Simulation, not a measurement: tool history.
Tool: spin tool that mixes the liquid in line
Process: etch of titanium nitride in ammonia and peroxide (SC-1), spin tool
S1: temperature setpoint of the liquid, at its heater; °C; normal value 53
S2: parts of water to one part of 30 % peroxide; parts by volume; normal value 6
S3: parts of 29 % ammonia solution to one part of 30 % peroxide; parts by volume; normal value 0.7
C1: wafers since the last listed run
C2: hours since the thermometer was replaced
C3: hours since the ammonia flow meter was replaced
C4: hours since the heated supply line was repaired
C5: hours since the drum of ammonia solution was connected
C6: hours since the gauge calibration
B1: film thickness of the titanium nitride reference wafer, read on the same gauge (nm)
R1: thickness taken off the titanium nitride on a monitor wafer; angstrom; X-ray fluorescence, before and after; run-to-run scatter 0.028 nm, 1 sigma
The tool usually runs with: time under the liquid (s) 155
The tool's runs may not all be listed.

run 1 day=0 | S1=53 S2=6 S3=0.7 time_under_the_liquid_(s)=155 | C1=0 C2=263.7 C3=1757.3 C4=4369.2 C5=575.9 C6=112.7 | B1=149.98 | R1=92.6
-- day=1.196 heated supply line repaired
-- day=1.588 new drum of ammonia solution connected
run 2 day=3.008 | S1=53 S2=6 S3=0.7 time_under_the_liquid_(s)=155 | C1=748 C2=335.9 C3=1829.5 C4=43.5 C5=34.1 C6=184.9 | B1=149.97 | R1=92.5
run 3 day=5.254 | S1=53 S2=6 S3=0.45 time_under_the_liquid_(s)=155 | C1=574 C2=389.8 C3=1883.4 C4=97.4 C5=88 C6=238.8 | B1=150 | R1=86.1
run 4 day=7.754 | S1=53 S2=6 S3=0.45 time_under_the_liquid_(s)=155 | C1=639 C2=449.8 C3=1943.4 C4=157.4 C5=148 C6=298.8 | B1=150.01 | R1=86.1
run 5 day=10.721 | S1=53 S2=6 S3=0.7 time_under_the_liquid_(s)=95 | C1=759 C2=521 C3=2014.6 C4=228.6 C5=219.2 C6=370 | B1=149.93 | R1=56.6
run 6 day=14.462 | S1=53 S2=6 S3=0.9 time_under_the_liquid_(s)=155 | C1=957 C2=610.8 C3=2104.4 C4=318.4 C5=309 C6=459.8 | B1=150.02 | R1=95.3
run 7 day=18.642 | S1=53 S2=6 S3=0.7 time_under_the_liquid_(s)=155 | C1=1069 C2=711.1 C3=2204.7 C4=418.7 C5=409.3 C6=560.1 | B1=150.06 | R1=92.6
run 8 day=22.671 | S1=53 S2=5 S3=0.7 time_under_the_liquid_(s)=215 | C1=1030 C2=807.8 C3=2301.4 C4=515.4 C5=506 C6=656.8 | B1=149.94 | R1=140
run 9 day=26.15 | S1=53 S2=7 S3=0.35 time_under_the_liquid_(s)=155 | C1=890 C2=891.3 C3=2384.9 C4=598.9 C5=589.5 C6=740.3 | B1=149.97 | R1=76.5
-- day=29.088 ammonia flow meter replaced
run 10 day=29.1 | S1=59 S2=7 S3=0.7 time_under_the_liquid_(s)=95 | C1=744 C2=962.1 C3=0.3 C4=669.7 C5=660.3 C6=811.1 | B1=150.02 | R1=78.5
run 11 day=32.962 | S1=50 S2=5 S3=0.7 time_under_the_liquid_(s)=155 | C1=988 C2=1054.8 C3=93 C4=762.4 C5=753 C6=903.8 | B1=149.98 | R1=81.5
-- day=34.433 new drum of ammonia solution connected
run 12 day=37.025 | S1=53 S2=5 S3=0.7 time_under_the_liquid_(s)=90 | C1=1028 C2=1152.3 C3=190.5 C4=859.9 C5=62.2 C6=1001.3 | B1=149.96 | R1=58
run 13 day=40.742 | S1=53 S2=5 S3=0.7 time_under_the_liquid_(s)=95 | C1=950 C2=1241.5 C3=279.7 C4=949.1 C5=151.4 C6=1090.5 | B1=150.02 | R1=61.4
run 14 day=43.042 | S1=48 S2=5 S3=0.45 time_under_the_liquid_(s)=85 | C1=588 C2=1296.7 C3=334.9 C4=1004.3 C5=206.6 C6=1145.7 | B1=150.03 | R1=36.2
run 15 day=46.596 | S1=59 S2=6 S3=1 time_under_the_liquid_(s)=90 | C1=909 C2=1382 C3=420.2 C4=1089.6 C5=291.9 C6=1231 | B1=150.02 | R1=84.3
run 16 day=50.746 | S1=56.5 S2=8.5 S3=0.7 time_under_the_liquid_(s)=155 | C1=1061 C2=1481.6 C3=519.8 C4=1189.2 C5=391.5 C6=1330.6 | B1=150 | R1=99.3
run 17 day=54.05 | S1=53 S2=6 S3=0.7 time_under_the_liquid_(s)=155 | C1=845 C2=1560.9 C3=599.1 C4=1268.5 C5=470.8 C6=1409.9 | B1=150.02 | R1=92.3
run 18 day=57.542 | S1=58 S2=6 S3=0.4 time_under_the_liquid_(s)=155 | C1=893 C2=1644.7 C3=682.9 C4=1352.3 C5=554.6 C6=1493.7 | B1=150.01 | R1=118
-- day=60.729 new drum of ammonia solution connected
run 19 day=61.012 | S1=58 S2=6 S3=0.4 time_under_the_liquid_(s)=155 | C1=877 C2=1728 C3=766.2 C4=1435.6 C5=6.8 C6=1577 | B1=149.99 | R1=118.9
run 20 day=64.342 | S1=53 S2=6 S3=0.7 time_under_the_liquid_(s)=155 | C1=851 C2=1807.9 C3=846.1 C4=1515.5 C5=86.7 C6=1656.9 | B1=149.99 | R1=92.5
run 21 day=66 | S1=53 S2=6 S3=0.7 time_under_the_liquid_(s)=155 | C1=424 C2=1847.7 C3=885.9 C4=1555.3 C5=126.5 C6=1696.7 | B1=150.07 | R1=92.3

The next listed run, before its measurement:
run 22 day=70.429 | S1=53 S2=7.5 S3=0.7 time_under_the_liquid_(s)=75 | C1=1133 C2=1954 C3=992.2 C4=1661.6 C5=232.8 C6=1803 | B1=? | R1=?

{"run 22": {"B1": 150.03, "R1": 40}}
Without the tool's hidden state the same run would have given R1 40 angstrom.
